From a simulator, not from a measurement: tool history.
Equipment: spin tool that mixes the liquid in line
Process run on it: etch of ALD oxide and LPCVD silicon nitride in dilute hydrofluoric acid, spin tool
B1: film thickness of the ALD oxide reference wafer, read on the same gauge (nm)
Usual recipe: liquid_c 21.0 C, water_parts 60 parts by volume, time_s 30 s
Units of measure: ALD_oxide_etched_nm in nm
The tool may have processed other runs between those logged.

{"run": 1, "hour": 0.0, "liquid_c": 24.0, "water_parts": 60, "time_s": 20, "B1": 40.02, "ALD_oxide_etched_nm": 8.09}
{"run": 2, "hour": 32.0, "liquid_c": 24.0, "water_parts": 60, "time_s": 20, "B1": 40.0, "ALD_oxide_etched_nm": 8.17}
{"run": 3, "hour": 49.8, "liquid_c": 24.0, "water_parts": 60, "time_s": 20, "B1": 39.99, "ALD_oxide_etched_nm": 8.1}
{"run": 4, "hour": 68.2, "liquid_c": 21.0, "water_parts": 80, "time_s": 30, "B1": 39.99, "ALD_oxide_etched_nm": 7.73}
{"run": 5, "hour": 97.8, "liquid_c": 21.0, "water_parts": 80, "time_s": 30, "B1": 40.01, "ALD_oxide_etched_nm": 7.91}
{"run": 6, "hour": 124.1, "liquid_c": 21.0, "water_parts": 60, "time_s": 30, "B1": 39.99, "ALD_oxide_etched_nm": 10.8}
{"run": 7, "hour": 155.2, "liquid_c": 21.0, "water_parts": 60, "time_s": 30, "B1": 39.99, "ALD_oxide_etched_nm": 10.66}
{"hour": 168.0, "done": "thermometer replaced"}
{"run": 8, "hour": 170.5, "liquid_c": 21.0, "water_parts": 60, "time_s": 30, "B1": 40.01, "ALD_oxide_etched_nm": 11.54}
{"run": 9, "hour": 200.7, "liquid_c": 21.0, "water_parts": 60, "time_s": 30, "B1": 39.98, "ALD_oxide_etched_nm": 11.44}
{"run": 10, "hour": 246.6, "liquid_c": 21.0, "water_parts": 60, "time_s": 45, "B1": 40.01, "ALD_oxide_etched_nm": 17.16}
{"run": 11, "hour": 263.4, "liquid_c": 22.5, "water_parts": 60, "time_s": 20, "B1": 40.02, "ALD_oxide_etched_nm": 8.09}
{"hour": 269.2, "done": "thermometer replaced, repeated, since the last time left the tool worse"}
{"run": 12, "hour": 281.6, "liquid_c": 19.5, "water_parts": 60, "time_s": 40, "B1": 40.03, "ALD_oxide_etched_nm": 12.74}
{"run": 13, "hour": 295.6, "liquid_c": 25.5, "water_parts": 60, "time_s": 40, "B1": 40.02, "ALD_oxide_etched_nm": 16.1}
{"hour": 298.0, "done": "gauge calibrated"}
{"hour": 309.7, "done": "hydrofluoric acid flow meter replaced"}
{"run": 14, "hour": 323.2, "liquid_c": 22.5, "water_parts": 60, "time_s": 40, "B1": 39.99, "ALD_oxide_etched_nm": 14.39}
{"run": 15, "hour": 348.0, "liquid_c": 18.5, "water_parts": 35, "time_s": 30, "B1": 40.0, "ALD_oxide_etched_nm": 16.16}
{"run": 16, "hour": 370.7, "liquid_c": 21.0, "water_parts": 60, "time_s": 30, "B1": 40.01, "ALD_oxide_etched_nm": 10.13}
{"run": 17, "hour": 398.7, "liquid_c": 21.0, "water_parts": 60, "time_s": 30, "B1": 39.99, "ALD_oxide_etched_nm": 10.14}
{"run": 18, "hour": 413.6, "liquid_c": 25.0, "water_parts": 40, "time_s": 20, "B1": 40.0, "ALD_oxide_etched_nm": 12.31}
{"run": 19, "hour": 434.5, "liquid_c": 25.0, "water_parts": 50, "time_s": 15, "B1": 40.0, "ALD_oxide_etched_nm": 7.33}

Below, some changes in ALD_oxide_etched_nm between adjacent runs. For each, the amount present without the hidden state too (settings, incoming material, random variation) and the amount remaining for the hidden state with gauge scatter not shared by both compared results:
The tool's hidden condition here consists of: liquid hotter than its thermometer reads (K); hydrofluoric acid flow below the setpoint (%); gauge reads high (%).
Run 10 -> 11: liquid_c 21.0 -> 22.5, time_s 45 -> 20. ALD_oxide_etched_nm -9.07 nm: hidden state -1.13, all else -7.94.
